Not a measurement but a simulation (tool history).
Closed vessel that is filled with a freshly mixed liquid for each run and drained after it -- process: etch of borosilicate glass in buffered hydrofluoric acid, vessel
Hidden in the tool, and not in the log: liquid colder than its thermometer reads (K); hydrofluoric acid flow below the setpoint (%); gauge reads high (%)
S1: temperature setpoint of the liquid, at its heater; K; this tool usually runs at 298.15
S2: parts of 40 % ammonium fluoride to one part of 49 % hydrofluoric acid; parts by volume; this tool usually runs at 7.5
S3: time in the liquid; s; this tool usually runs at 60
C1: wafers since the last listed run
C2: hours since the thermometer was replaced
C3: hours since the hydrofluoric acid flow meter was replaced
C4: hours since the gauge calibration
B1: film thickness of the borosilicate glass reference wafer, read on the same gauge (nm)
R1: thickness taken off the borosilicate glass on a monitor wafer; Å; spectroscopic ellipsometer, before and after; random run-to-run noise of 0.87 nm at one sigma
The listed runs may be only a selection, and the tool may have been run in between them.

run,hour,S1,S2,S3,C1,C2,C3,C4,B1,R1
1,0,298.15,7.5,80,0,2091.1,1179.4,331.8,100.02,1265.1
2,17.4,298.15,7.5,80,1292,2108.5,1196.8,349.2,100,1243.6
# hour 24.8: gauge calibrated
3,42.8,298.15,7.5,80,1887,2133.9,1222.2,18,100.02,1240.8
4,55.7,298.15,7.5,60,958,2146.8,1235.1,30.9,100.02,936.8
5,90.6,298.15,7.5,60,2593,2181.7,1270,65.8,100.03,932
6,121.6,298.15,7.5,60,2303,2212.7,1301,96.8,99.98,923.1
7,153.5,296.65,7.5,60,2370,2244.6,1332.9,128.7,100.03,851.2
8,175.8,296.65,7.5,60,1657,2266.9,1355.2,151,99.97,848.4
9,211.3,298.15,7.5,35,2637,2302.4,1390.7,186.5,100.01,528.1
10,225.4,298.15,7.5,60,1047,2316.5,1404.8,200.6,99.98,922.9
11,247.1,298.15,7.5,60,1612,2338.2,1426.5,222.3,100.02,924.5
12,269.1,298.15,7.5,60,1634,2360.2,1448.5,244.3,100.02,926.2
13,285.7,298.15,7.5,60,1233,2376.8,1465.1,260.9,100,924.7
14,299.6,298.15,7.5,85,1032,2390.7,1479,274.8,99.98,1285.5
# hour 310.9: gauge calibrated
# hour 311.3: hydrofluoric acid flow meter replaced
15,319.2,296.65,9.5,75,1382,2410.3,7.9,8.3,100.01,979.4
16,334.4,298.15,7.5,60,1129,2425.5,23.1,23.5,100,1062.7
17,406.7,300.15,6.5,35,5372,2497.8,95.4,95.8,99.99,779.6
# hour 414.9: thermometer replaced
18,435,298.15,7.5,80,2028,20.1,123.7,124.1,100.02,1412
19,458.7,298.15,7.5,40,1761,43.8,147.4,147.8,100,691
20,562.6,302.15,5.5,60,7720,147.7,251.3,251.7,100.02,1733
21,581,293.65,5.5,80,1367,166.1,269.7,270.1,100.03,1467.8
22,613.6,298.15,7.5,60,2422,198.7,302.3,302.7,99.99,1023.6
# hour 617.2: gauge calibrated
23,635,295.65,5,60,1590,220.1,323.7,17.8,100,1323.7
24,650.2,298.15,7.5,60,1129,235.3,338.9,33,99.99,1037.2

Each row is a separate what-if for the run after 24, all from the same tool condition, not one after another. Results?
A,650.9,298.15,5,60,52,236,339.6,33.7,?,?
B,650.9,298.15,6.5,45,52,236,339.6,33.7,?,?
C,650.9,298.15,9,60,52,236,339.6,33.7,?,?
D,650.9,298.15,6,60,52,236,339.6,33.7,?,?
E,650.9,301.15,9.5,35,52,236,339.6,33.7,?,?

run,B1,R1
A,100.02,1505.2
B,100.02,893.4
C,100.02,851.2
D,100.02,1279.8
E,100.02,561.7
Stripped of hidden state, with their random variation kept, the same runs would have yielded:
run,R1
A,1545.1
B,917
C,867.3
D,1313.7
E,572.2

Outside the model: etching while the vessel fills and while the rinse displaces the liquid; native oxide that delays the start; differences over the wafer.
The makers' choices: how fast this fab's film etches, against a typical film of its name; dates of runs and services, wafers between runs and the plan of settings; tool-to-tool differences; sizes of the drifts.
